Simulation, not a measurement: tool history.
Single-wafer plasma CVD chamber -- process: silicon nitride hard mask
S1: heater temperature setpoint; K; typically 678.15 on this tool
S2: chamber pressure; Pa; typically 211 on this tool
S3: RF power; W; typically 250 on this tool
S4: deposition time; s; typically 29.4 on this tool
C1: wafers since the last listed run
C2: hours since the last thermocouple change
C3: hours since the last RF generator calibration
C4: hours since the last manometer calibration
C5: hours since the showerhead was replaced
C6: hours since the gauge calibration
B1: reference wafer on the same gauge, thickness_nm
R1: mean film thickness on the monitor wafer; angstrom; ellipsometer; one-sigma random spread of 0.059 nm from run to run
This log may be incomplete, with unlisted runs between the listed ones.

{"run": 1, "hour": 0.0, "S1": 678.15, "S2": 211, "S3": 250, "S4": 29.4, "C1": 0, "C2": 1952.6, "C3": 310.9, "C4": 128.7, "C5": 5685.5, "C6": 506.3, "B1": 27.807, "R1": 268.93}
{"run": 2, "hour": 86.4, "S1": 678.15, "S2": 248, "S3": 250, "S4": 29.4, "C1": 2095, "C2": 2039, "C3": 397.3, "C4": 215.1, "C5": 5771.9, "C6": 592.7, "B1": 27.797, "R1": 283.86}
{"run": 3, "hour": 161.7, "S1": 678.15, "S2": 211, "S3": 235, "S4": 25.7, "C1": 1826, "C2": 2114.3, "C3": 472.6, "C4": 290.4, "C5": 5847.2, "C6": 668, "B1": 27.782, "R1": 225.01}
{"run": 4, "hour": 243.1, "S1": 678.15, "S2": 211, "S3": 235, "S4": 25.7, "C1": 1973, "C2": 2195.7, "C3": 554, "C4": 371.8, "C5": 5928.6, "C6": 749.4, "B1": 27.796, "R1": 223.6}
{"run": 5, "hour": 290.1, "S1": 678.15, "S2": 211, "S3": 205, "S4": 29.4, "C1": 1139, "C2": 2242.7, "C3": 601, "C4": 418.8, "C5": 5975.6, "C6": 796.4, "B1": 27.79, "R1": 229.36}
{"hour": 307.3, "done": "thermocouple changed; heater temperature recalibrated"}
{"run": 6, "hour": 345.8, "S1": 678.15, "S2": 211, "S3": 250, "S4": 29.4, "C1": 1156, "C2": 38.5, "C3": 656.7, "C4": 474.5, "C5": 6031.3, "C6": 852.1, "B1": 27.79, "R1": 269.82}
{"run": 7, "hour": 451.1, "S1": 678.15, "S2": 211, "S3": 235, "S4": 25.7, "C1": 2553, "C2": 143.8, "C3": 762, "C4": 579.8, "C5": 6136.6, "C6": 957.4, "B1": 27.794, "R1": 224.24}
{"run": 8, "hour": 534.1, "S1": 678.15, "S2": 211, "S3": 250, "S4": 27.7, "C1": 2012, "C2": 226.8, "C3": 845, "C4": 662.8, "C5": 6219.6, "C6": 1040.4, "B1": 27.784, "R1": 252.79}
{"run": 9, "hour": 583.2, "S1": 678.15, "S2": 181, "S3": 250, "S4": 23.6, "C1": 1190, "C2": 275.9, "C3": 894.1, "C4": 711.9, "C5": 6268.7, "C6": 1089.5, "B1": 27.795, "R1": 205.17}
{"run": 10, "hour": 640.1, "S1": 668.15, "S2": 211, "S3": 250, "S4": 29.4, "C1": 1379, "C2": 332.8, "C3": 951, "C4": 768.8, "C5": 6325.6, "C6": 1146.4, "B1": 27.79, "R1": 270.15}
{"hour": 739.6, "done": "showerhead replaced"}
{"run": 11, "hour": 740.1, "S1": 668.15, "S2": 193, "S3": 250, "S4": 29.4, "C1": 2231, "C2": 432.8, "C3": 1051, "C4": 868.8, "C5": 0.5, "C6": 1246.4, "B1": 27.81, "R1": 260.91}
{"run": 12, "hour": 834.8, "S1": 678.15, "S2": 211, "S3": 250, "S4": 29.4, "C1": 2296, "C2": 527.5, "C3": 1145.7, "C4": 963.5, "C5": 95.2, "C6": 1341.1, "B1": 27.797, "R1": 267.67}
{"run": 13, "hour": 884.6, "S1": 678.15, "S2": 211, "S3": 250, "S4": 29.4, "C1": 1207, "C2": 577.3, "C3": 1195.5, "C4": 1013.3, "C5": 145, "C6": 1390.9, "B1": 27.805, "R1": 267.96}
{"run": 14, "hour": 979.3, "S1": 687.15, "S2": 173, "S3": 235, "S4": 29.4, "C1": 2296, "C2": 672, "C3": 1290.2, "C4": 1108, "C5": 239.7, "C6": 1485.6, "B1": 27.804, "R1": 237.54}
{"run": 15, "hour": 1041.9, "S1": 678.15, "S2": 211, "S3": 250, "S4": 29.4, "C1": 1518, "C2": 734.6, "C3": 1352.8, "C4": 1170.6, "C5": 302.3, "C6": 1548.2, "B1": 27.78, "R1": 267.37}
{"run": 16, "hour": 1086.7, "S1": 687.15, "S2": 173, "S3": 235, "S4": 29.4, "C1": 1086, "C2": 779.4, "C3": 1397.6, "C4": 1215.4, "C5": 347.1, "C6": 1593, "B1": 27.797, "R1": 237.34}
{"run": 17, "hour": 1174.1, "S1": 678.15, "S2": 211, "S3": 250, "S4": 29.4, "C1": 2119, "C2": 866.8, "C3": 1485, "C4": 1302.8, "C5": 434.5, "C6": 1680.4, "B1": 27.803, "R1": 267.38}
{"run": 18, "hour": 1230.5, "S1": 692.15, "S2": 211, "S3": 265, "S4": 23.5, "C1": 1367, "C2": 923.2, "C3": 1541.4, "C4": 1359.2, "C5": 490.9, "C6": 1736.8, "B1": 27.803, "R1": 222.28}
{"run": 19, "hour": 1323.5, "S1": 674.15, "S2": 233, "S3": 230, "S4": 29.4, "C1": 2255, "C2": 1016.2, "C3": 1634.4, "C4": 1452.2, "C5": 583.9, "C6": 1829.8, "B1": 27.819, "R1": 258.81}
{"run": 20, "hour": 1378.3, "S1": 678.15, "S2": 211, "S3": 270, "S4": 27, "C1": 1328, "C2": 1071, "C3": 1689.2, "C4": 1507, "C5": 638.7, "C6": 1884.6, "B1": 27.78, "R1": 259.21}
{"run": 21, "hour": 1457.4, "S1": 678.15, "S2": 211, "S3": 250, "S4": 29.4, "C1": 1918, "C2": 1150.1, "C3": 1768.3, "C4": 1586.1, "C5": 717.8, "C6": 1963.7, "B1": 27.807, "R1": 266.87}
{"run": 22, "hour": 1553.1, "S1": 678.15, "S2": 211, "S3": 210, "S4": 29.4, "C1": 2320, "C2": 1245.8, "C3": 1864, "C4": 1681.8, "C5": 813.5, "C6": 2059.4, "B1": 27.772, "R1": 231.82}
{"hour": 1573.9, "done": "RF generator calibrated"}
{"run": 23, "hour": 1601.9, "S1": 678.15, "S2": 211, "S3": 250, "S4": 29.4, "C1": 989, "C2": 1294.6, "C3": 28, "C4": 1730.6, "C5": 862.3, "C6": 2108.2, "B1": 27.82, "R1": 270}
{"run": 24, "hour": 1664.9, "S1": 665.15, "S2": 251, "S3": 250, "S4": 29.4, "C1": 1527, "C2": 1357.6, "C3": 91, "C4": 1793.6, "C5": 925.3, "C6": 2171.2, "B1": 27.836, "R1": 287.38}
{"hour": 1740.1, "done": "gauge calibrated"}
{"run": 25, "hour": 1748.9, "S1": 667.15, "S2": 261, "S3": 295, "S4": 25, "C1": 2037, "C2": 1441.6, "C3": 175, "C4": 1877.6, "C5": 1009.3, "C6": 8.8, "B1": 27.815, "R1": 279.14}
{"run": 26, "hour": 1847.4, "S1": 685.15, "S2": 211, "S3": 225, "S4": 23.6, "C1": 2388, "C2": 1540.1, "C3": 273.5, "C4": 1976.1, "C5": 1107.8, "C6": 107.3, "B1": 27.779, "R1": 199.13}
{"run": 27, "hour": 1926.4, "S1": 678.15, "S2": 211, "S3": 250, "S4": 29.4, "C1": 1915, "C2": 1619.1, "C3": 352.5, "C4": 2055.1, "C5": 1186.8, "C6": 186.3, "B1": 27.779, "R1": 269.47}
{"run": 28, "hour": 2119.9, "S1": 682.15, "S2": 237, "S3": 295, "S4": 29.4, "C1": 4692, "C2": 1812.6, "C3": 546, "C4": 2248.6, "C5": 1380.3, "C6": 379.8, "B1": 27.794, "R1": 316.55}

Across each entry between runs, compare the hidden state at the last listed run before it with the hidden state at the first listed run after it:
Logged between run 5 and run 6: thermocouple changed; heater temperature recalibrated (hour 307.3)
  delivered RF power above the setpoint (%): -0.617 -> -0.64
  measured minus no-state result, R1: -1.15 -> -1.32 angstrom
Logged between run 10 and run 11: showerhead replaced (hour 739.6)
  delivered RF power above the setpoint (%): -0.799 -> -0.866
  measured minus no-state result, R1: -1.65 -> -1.73 angstrom
Logged between run 22 and run 23: RF generator calibrated (hour 1573.9)
  delivered RF power above the setpoint (%): -1.66 -> -0.253
  measured minus no-state result, R1: -3.14 -> -0.53 angstrom
Logged between run 24 and run 25: gauge calibrated (hour 1740.1)
  delivered RF power above the setpoint (%): -0.255 -> -0.263
  measured minus no-state result, R1: -0.56 -> -0.54 angstrom
